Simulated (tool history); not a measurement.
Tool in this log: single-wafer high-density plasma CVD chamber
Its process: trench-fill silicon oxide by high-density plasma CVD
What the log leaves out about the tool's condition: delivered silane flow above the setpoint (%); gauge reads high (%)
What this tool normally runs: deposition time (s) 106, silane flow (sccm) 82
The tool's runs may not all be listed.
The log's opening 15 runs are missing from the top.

run	hour	deposition time (s)	silane flow (sccm)	wafers since the last listed run	hours since the silane flow controller was replaced	hours since the gauge calibration	read-back reference wafer on the same gauge, thickness_nm	mean film thickness on the monitor wafer (Å)
# hour 448.9: silane flow controller replaced
16	462.6	94	82	914	13.7	824.3	759.445	7568.38
17	498.3	94	82	397	49.4	860.0	760.557	7557.16
18	516.9	106	90	206	68.0	878.6	761.068	9390.92
19	547.3	106	90	338	98.4	909.0	760.041	9342.22
20	607.7	86	82	672	158.8	969.4	760.557	6932.42
21	641.7	106	92	378	192.8	1003.4	761.855	9559.70
22	672.1	100	96	338	223.2	1033.8	760.904	9400.93
23	694.9	91	89	253	246.0	1056.6	761.605	7966.14
24	714.9	120	91	222	266.0	1076.6	760.457	10680.27
25	733.1	106	82	202	284.2	1094.8	761.156	8542.93
26	766.0	106	82	366	317.1	1127.7	760.759	8540.65
27	801.6	113	68	396	352.7	1163.3	761.945	7522.17
28	828.2	92	92	296	379.3	1189.9	761.104	8287.91
29	849.9	115	68	241	401.0	1211.6	761.249	7657.90
# hour 878.5: gauge calibrated
30	884.5	115	88	385	435.6	6.0	762.138	9909.11
31	966.1	106	82	908	517.2	87.6	760.736	8482.97
32	997.7	118	70	351	548.8	119.2	761.127	8038.05
33	1010.6	106	82	143	561.7	132.1	761.508	8481.75
34	1029.6	121	71	211	580.7	151.1	761.336	8391.76
35	1048.9	106	71	214	600.0	170.4	760.202	7366.56
36	1078.6	90	82	330	629.7	200.1	760.661	7206.70
37	1112.5	126	91	377	663.6	234.0	760.427	11172.39
38	1141.5	115	90	322	692.6	263.0	759.445	10159.17

Predict each of these 4 candidate next runs independently; none follows another, all start after run 38:
A	1141.9	106	82	4	693.0	263.4	?	?
B	1141.9	96	95	4	693.0	263.4	?	?
C	1141.9	92	93	4	693.0	263.4	?	?
D	1141.9	121	76	4	693.0	263.4	?	?

run	read-back reference wafer on the same gauge, thickness_nm	mean film thickness on the monitor wafer (Å)
A	760.579	8467.44
B	760.579	8884.38
C	760.579	8334.95
D	760.579	8958.41
Take away the tool's hidden state, keep each run's random variation, and the runs would have read:
run	mean film thickness on the monitor wafer (Å)
A	8479.82
B	8897.37
C	8347.14
D	8971.52

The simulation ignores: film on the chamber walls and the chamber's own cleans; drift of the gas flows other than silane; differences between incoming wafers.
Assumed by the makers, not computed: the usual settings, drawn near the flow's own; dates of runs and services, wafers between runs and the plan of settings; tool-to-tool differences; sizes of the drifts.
